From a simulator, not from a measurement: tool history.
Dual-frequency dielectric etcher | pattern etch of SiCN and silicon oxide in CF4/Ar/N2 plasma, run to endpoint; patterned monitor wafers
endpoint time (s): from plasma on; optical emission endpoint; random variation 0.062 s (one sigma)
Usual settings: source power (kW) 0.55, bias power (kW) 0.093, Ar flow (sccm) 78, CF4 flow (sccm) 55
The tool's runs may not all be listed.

run    hour  source power (kW)  bias power (kW)  Ar flow (sccm)  CF4 flow (sccm)  wafers since the last listed run  hours since the last wet clean  hours since the last source power generator calibration  hours since the last bias power generator calibration  hours since the last Ar flow controller change  hours since the last CF4 flow controller change  hours since the last upper electrode change  incoming incoming film thickness, nm  endpoint time (s)
  1       0               0.55            0.093              78               46                                 0                           147.3                                                     94.5                                                    752                                          3362.8                                           2745.8                                       3996.2                                 15.11               12.8
       26.2  -- upper electrode replaced
  2    41.2               0.55             0.08              78               55                               254                           188.5                                                    135.7                                                  793.2                                            3404                                             2787                                           15                                 15.19               13.2
  3   129.4               0.55            0.109              78               55                              1304                           276.7                                                    223.9                                                  881.4                                          3492.2                                           2875.2                                        103.2                                 15.42               12.6
  4   203.9               0.55            0.109              78               55                              1102                           351.2                                                    298.4                                                  955.9                                          3566.7                                           2949.7                                        177.7                                 15.24               12.5
  5   297.2               0.62            0.093              78               55                              1380                           444.5                                                    391.7                                                 1049.2                                            3660                                             3043                                          271                                 15.14               11.4
  6   353.5               0.55            0.093              78               55                               832                           500.8                                                      448                                                 1105.5                                          3716.3                                           3099.3                                        327.3                                 15.19                 13
      401.9  -- wet clean of the chamber
  7   407.3               0.55            0.093              78               55                               440                             5.4                                                    501.8                                                 1159.3                                          3770.1                                           3153.1                                        381.1                                 15.12               12.3
        438  -- CF4 flow controller replaced
  8   673.3               0.47            0.072              78               61                              3845                           271.4                                                    767.8                                                 1425.3                                          4036.1                                            235.3                                        647.1                                 15.05               15.4
  9   720.7               0.55            0.104              63               65                               701                           318.8                                                    815.2                                                 1472.7                                          4083.5                                            282.7                                        694.5                                 15.26               11.9
 10     822               0.46            0.093              78               64                              1498                           420.1                                                    916.5                                                   1574                                          4184.8                                              384                                        795.8                                 15.21               15.4
        880  -- bias power generator calibrated
      908.2  -- Ar flow controller replaced
 11   908.7               0.49            0.093              92               45                              1134                           506.8                                                   1003.2                                                   28.7                                             0.5                                            470.7                                        882.5                                 15.32               15.2
      967.8  -- wet clean of the chamber
 12   981.5               0.46            0.093              78               65                               721                            13.7                                                     1076                                                  101.5                                            73.3                                            543.5                                        955.3                                 15.23               15.1
 13  1020.6               0.55            0.093              78               55                               578                            52.8                                                   1115.1                                                  140.6                                           112.4                                            582.6                                        994.4                                 15.19               12.4
 14  1057.4               0.55            0.093              78               55                               544                            89.6                                                   1151.9                                                  177.4                                           149.2                                            619.4                                       1031.2                                 15.24               12.6
 15    1096               0.55            0.093              72               55                               570                           128.2                                                   1190.5                                                    216                                           187.8                                              658                                       1069.8                                 15.07               12.4
 16  1332.5               0.55            0.093              90               65                              3498                           364.7                                                     1427                                                  452.5                                           424.3                                            894.5                                       1306.3                                 15.27               12.8
 17  1437.5               0.55            0.098              78               55                              1553                           469.7                                                     1532                                                  557.5                                           529.3                                            999.5                                       1411.3                                 15.07               12.6
 18  1490.5               0.55            0.093              78               55                               783                           522.7                                                     1585                                                  610.5                                           582.3                                           1052.5                                       1464.3                                 15.17               12.9
 19  1591.4               0.51            0.093              66               51                              1492                           623.6                                                   1685.9                                                  711.4                                           683.2                                           1153.4                                       1565.2                                 15.13                 14
     1623.2  -- wet clean of the chamber
 20  1671.1               0.55            0.093              78               55                               823                            47.9                                                   1765.6                                                  791.1                                           762.9                                           1233.1                                       1644.9                                  15.1               12.4
 21  1746.7               0.65            0.093              62               44                              1118                           123.5                                                   1841.2                                                  866.7                                           838.5                                           1308.7                                       1720.5                                 15.25               10.3
 22    1792               0.55            0.083              78               68                               670                           168.8                                                   1886.5                                                    912                                           883.8                                             1354                                       1765.8                                 15.15               12.5
 23  1828.3               0.55            0.075              96               61                               536                           205.1                                                   1922.8                                                  948.3                                           920.1                                           1390.3                                       1802.1                                  15.2               13.3
 24  1874.2               0.55            0.084              78               55                               678                             251                                                   1968.7                                                  994.2                                             966                                           1436.2                                         1848                                 15.21               12.9

Forecast each of these 4 alternatives for the next run:
  A  1874.6               0.55            0.093              78               55                                 5                           251.4                                                   1969.1                                                  994.6                                           966.4                                           1436.6                                       1848.4                                 15.22                  ?
  B  1874.6               0.47            0.093              90               68                                 5                           251.4                                                   1969.1                                                  994.6                                           966.4                                           1436.6                                       1848.4                                 15.22                  ?
  C  1874.6               0.68            0.083              91               45                                 5                           251.4                                                   1969.1                                                  994.6                                           966.4                                           1436.6                                       1848.4                                 15.22                  ?
  D  1874.6               0.48            0.104              85               60                                 5                           251.4                                                   1969.1                                                  994.6                                           966.4                                           1436.6                                       1848.4                                 15.22                  ?

run  endpoint time (s)
  A               12.7
  B               15.2
  C               10.7
  D               14.5
Without the tool's hidden state the same runs would have given:
run  endpoint time (s)
  A               12.7
  B               15.1
  C               10.6
  D               14.5
